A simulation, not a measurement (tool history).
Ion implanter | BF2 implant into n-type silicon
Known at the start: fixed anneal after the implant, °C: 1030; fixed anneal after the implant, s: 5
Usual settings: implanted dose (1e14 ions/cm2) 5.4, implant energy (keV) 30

run,day,implanted dose (1e14 ions/cm2),implant energy (keV),wafers since the last listed run,hours since the last dose calibration,hours since the extraction supply was calibrated,hours since the gauge calibration,"read-back reference wafer on the same gauge, sheet resistance",sheet resistance of the implanted and annealed layer (ohm/square)
1,0,5.4,32.5,0,1656.3,5800.4,465,228.22,199.7
2,1.392,5.4,32.5,708,1689.7,5833.8,498.4,228.38,198.85
3,2.175,5.4,32.5,398,1708.5,5852.6,517.2,227.99,199.48
4,3.175,5.4,30,509,1732.5,5876.6,541.2,227.76,204.28
5,3.717,5.4,30,275,1745.5,5889.6,554.2,228.08,202.53
6,4.475,5.4,30,386,1763.7,5907.8,572.4,228.08,201.53
7,5.088,5.4,30,311,1778.4,5922.5,587.1,228.39,200.41
# day 6.033: extraction supply calibrated
8,6.621,5.4,30,611,1815.2,14.1,623.9,228.14,199.98
9,7.933,5.4,30,668,1846.7,45.6,655.4,228.16,203.08
10,9.404,5.4,30,749,1882,80.9,690.7,228,202.01
11,10.254,4.58,30,432,1902.4,101.3,711.1,228.04,228.28
12,11.283,5.4,30,524,1927.1,126,735.8,228.02,200.78
13,12.658,5.4,30,700,1960.1,159,768.8,227.41,199.39
14,13.783,4.21,21,573,1987.1,186,795.8,228.16,262.23
15,14.858,6.65,23,547,2012.9,211.8,821.6,228.36,190.98
16,16.342,5.4,30,755,2048.5,247.4,857.2,228.22,200.54
17,17.321,5.4,38.5,498,2072,270.9,880.7,228.42,192.19
# day 18.496: gauge calibrated
18,18.588,4.42,30,645,2102.4,301.3,2.2,227.41,236.77
19,19.421,4.86,22.5,424,2122.4,321.3,22.2,228,231.74
20,20.592,5.4,30,596,2150.5,349.4,50.3,228.2,200.04
# day 21.146: Faraday cup replaced and dose calibrated
21,21.288,5.4,38,184,3.4,366.1,67,228.15,200.7
22,22.146,3.89,38,437,24,386.7,87.6,227.9,268.78
23,22.992,5.4,30,430,44.3,407,107.9,228.14,210.26
24,23.833,6.08,20.5,428,64.5,427.2,128.1,228.21,214.62
25,25.2,6.08,20.5,696,97.3,460,160.9,228.27,214.46
26,26.962,6.25,24,897,139.6,502.3,203.2,228.38,201.7
27,28.075,4.19,37.5,566,166.3,529,229.9,227.95,252.01
28,29.312,4.91,37.5,630,196,558.7,259.6,228.28,219.82
29,29.983,4.36,23,341,212.1,574.8,275.7,227.79,262.74
30,31.288,6.21,23,664,243.4,606.1,307,228.16,203.4
31,31.808,6.87,26.5,265,255.9,618.6,319.5,228.34,184.95
32,32.892,3.89,40.5,551,281.9,644.6,345.5,228.02,265.9
33,33.892,5.4,30,509,305.9,668.6,369.5,227.87,211.93
34,35.092,6.87,26.5,611,334.7,697.4,398.3,227.8,183.55
35,39.367,5.4,30,2177,437.3,800,500.9,228.47,209.62
36,40.608,4.79,36,632,467.1,829.8,530.7,228.02,224.66
37,41.246,5.4,33.5,324,482.4,845.1,546,227.69,205.1

Forecast each of these 4 alternatives for the next run:
A,41.262,6.44,30,8,482.8,845.5,546.4,?,?
B,41.262,3.92,23.5,8,482.8,845.5,546.4,?,?
C,41.262,4.62,19.5,8,482.8,845.5,546.4,?,?
D,41.262,4.52,25,8,482.8,845.5,546.4,?,?

run,"read-back reference wafer on the same gauge, sheet resistance",sheet resistance of the implanted and annealed layer (ohm/square)
A,227.81,184.66
B,227.81,281.6
C,227.81,257.76
D,227.81,248.88
Without the tool's hidden state the same runs would have given:
run,sheet resistance of the implanted and annealed layer (ohm/square)
A,185.31
B,282.8
C,258.71
D,249.9
